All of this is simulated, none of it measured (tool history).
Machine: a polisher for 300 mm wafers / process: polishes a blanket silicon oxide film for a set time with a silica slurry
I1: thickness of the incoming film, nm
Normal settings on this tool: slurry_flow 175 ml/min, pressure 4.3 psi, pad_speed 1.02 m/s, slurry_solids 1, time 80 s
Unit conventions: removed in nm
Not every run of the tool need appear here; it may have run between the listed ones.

{"run": 1, "hour": 0.0, "slurry_flow": 175, "pressure": 4.3, "pad_speed": 0.88, "slurry_solids": 1, "time": 80, "I1": 1907.1, "removed": 212}
{"hour": 18.1, "done": "worn pad replaced by a new one"}
{"run": 2, "hour": 18.6, "slurry_flow": 160, "pressure": 4.3, "pad_speed": 1.02, "slurry_solids": 0.8, "time": 80, "I1": 1902.4, "removed": 196}
{"run": 3, "hour": 27.0, "slurry_flow": 175, "pressure": 4.3, "pad_speed": 1.02, "slurry_solids": 1, "time": 80, "I1": 1880.3, "removed": 235.4}
{"run": 4, "hour": 37.8, "slurry_flow": 175, "pressure": 4.3, "pad_speed": 1.02, "slurry_solids": 1, "time": 80, "I1": 1914.3, "removed": 234.8}
{"run": 5, "hour": 53.3, "slurry_flow": 175, "pressure": 4.3, "pad_speed": 1.02, "slurry_solids": 1, "time": 80, "I1": 1876.9, "removed": 231.2}
{"run": 6, "hour": 66.6, "slurry_flow": 175, "pressure": 4.3, "pad_speed": 1.02, "slurry_solids": 1, "time": 80, "I1": 1857.9, "removed": 230.6}
{"hour": 72.6, "done": "head pressure recalibrated"}
{"hour": 77.8, "done": "conditioning disc replaced and pad reconditioned"}
{"hour": 80.7, "done": "slurry nozzle cleaned"}
{"run": 7, "hour": 83.6, "slurry_flow": 175, "pressure": 4.3, "pad_speed": 1.02, "slurry_solids": 1, "time": 80, "I1": 1910.9, "removed": 217.5}
{"hour": 96.2, "done": "slurry blender recalibrated"}
{"run": 8, "hour": 100.3, "slurry_flow": 175, "pressure": 4.3, "pad_speed": 1.02, "slurry_solids": 1, "time": 80, "I1": 1897.3, "removed": 197.7}
{"run": 9, "hour": 111.7, "slurry_flow": 175, "pressure": 4.3, "pad_speed": 1.14, "slurry_solids": 1, "time": 80, "I1": 1911.2, "removed": 217.6}
{"hour": 126.0, "done": "worn pad replaced by a new one"}
{"hour": 126.8, "done": "slurry blender recalibrated, repeated, since the last time left the tool worse"}
{"run": 10, "hour": 127.3, "slurry_flow": 175, "pressure": 4.3, "pad_speed": 1.14, "slurry_solids": 1, "time": 80, "I1": 1898.3, "removed": 260.9}
{"run": 11, "hour": 140.0, "slurry_flow": 175, "pressure": 4.3, "pad_speed": 1.02, "slurry_solids": 1, "time": 80, "I1": 1886.3, "removed": 236.9}
{"run": 12, "hour": 152.0, "slurry_flow": 195, "pressure": 5.7, "pad_speed": 1.32, "slurry_solids": 1, "time": 80, "I1": 1924.6, "removed": 388}
{"run": 13, "hour": 159.0, "slurry_flow": 175, "pressure": 4.3, "pad_speed": 1.02, "slurry_solids": 0.85, "time": 80, "I1": 1873.4, "removed": 215.6}
{"run": 14, "hour": 176.5, "slurry_flow": 175, "pressure": 4.3, "pad_speed": 1.02, "slurry_solids": 1, "time": 80, "I1": 1872.6, "removed": 236.4}
{"run": 15, "hour": 186.1, "slurry_flow": 175, "pressure": 4.3, "pad_speed": 1.14, "slurry_solids": 1, "time": 80, "I1": 1928.1, "removed": 254.3}
{"run": 16, "hour": 200.8, "slurry_flow": 175, "pressure": 4.3, "pad_speed": 1.14, "slurry_solids": 1, "time": 54, "I1": 1870.6, "removed": 167.6}
{"run": 17, "hour": 208.2, "slurry_flow": 145, "pressure": 4.3, "pad_speed": 1.02, "slurry_solids": 1, "time": 97, "I1": 1916.8, "removed": 263.9}
{"run": 18, "hour": 215.8, "slurry_flow": 175, "pressure": 4.3, "pad_speed": 1.02, "slurry_solids": 1, "time": 53, "I1": 1907.1, "removed": 148.5}
{"run": 19, "hour": 229.9, "slurry_flow": 175, "pressure": 4.3, "pad_speed": 1.02, "slurry_solids": 1, "time": 80, "I1": 1896.5, "removed": 224.1}
{"hour": 235.2, "done": "worn pad replaced by a new one"}
{"run": 20, "hour": 237.0, "slurry_flow": 175, "pressure": 4.3, "pad_speed": 0.76, "slurry_solids": 1.3, "time": 105, "I1": 1908.6, "removed": 265.3}

Results per run with the tool's hidden condition removed, run-to-run variation unchanged:
What the log doesn't record here: removal rate lost through wear of the pad, %; slurry flow missing at the pad, %; deviation of the head's pressure from its setpoint, %; abrasive missing from the slurry, %; time polished since the conditioner stopped cutting, s.
run=1 removed=212.9
run=2 removed=198.6
run=3 removed=239.1
run=4 removed=240.2
run=5 removed=239.6
run=6 removed=242.4
run=7 removed=233.9
run=8 removed=235.7
run=9 removed=260.1
run=10 removed=262
run=11 removed=238.1
run=12 removed=391
run=13 removed=218
run=14 removed=240.7
run=15 removed=260.5
run=16 removed=173.8
run=17 removed=275.5
run=18 removed=156.3
run=19 removed=240.2
run=20 removed=283.8

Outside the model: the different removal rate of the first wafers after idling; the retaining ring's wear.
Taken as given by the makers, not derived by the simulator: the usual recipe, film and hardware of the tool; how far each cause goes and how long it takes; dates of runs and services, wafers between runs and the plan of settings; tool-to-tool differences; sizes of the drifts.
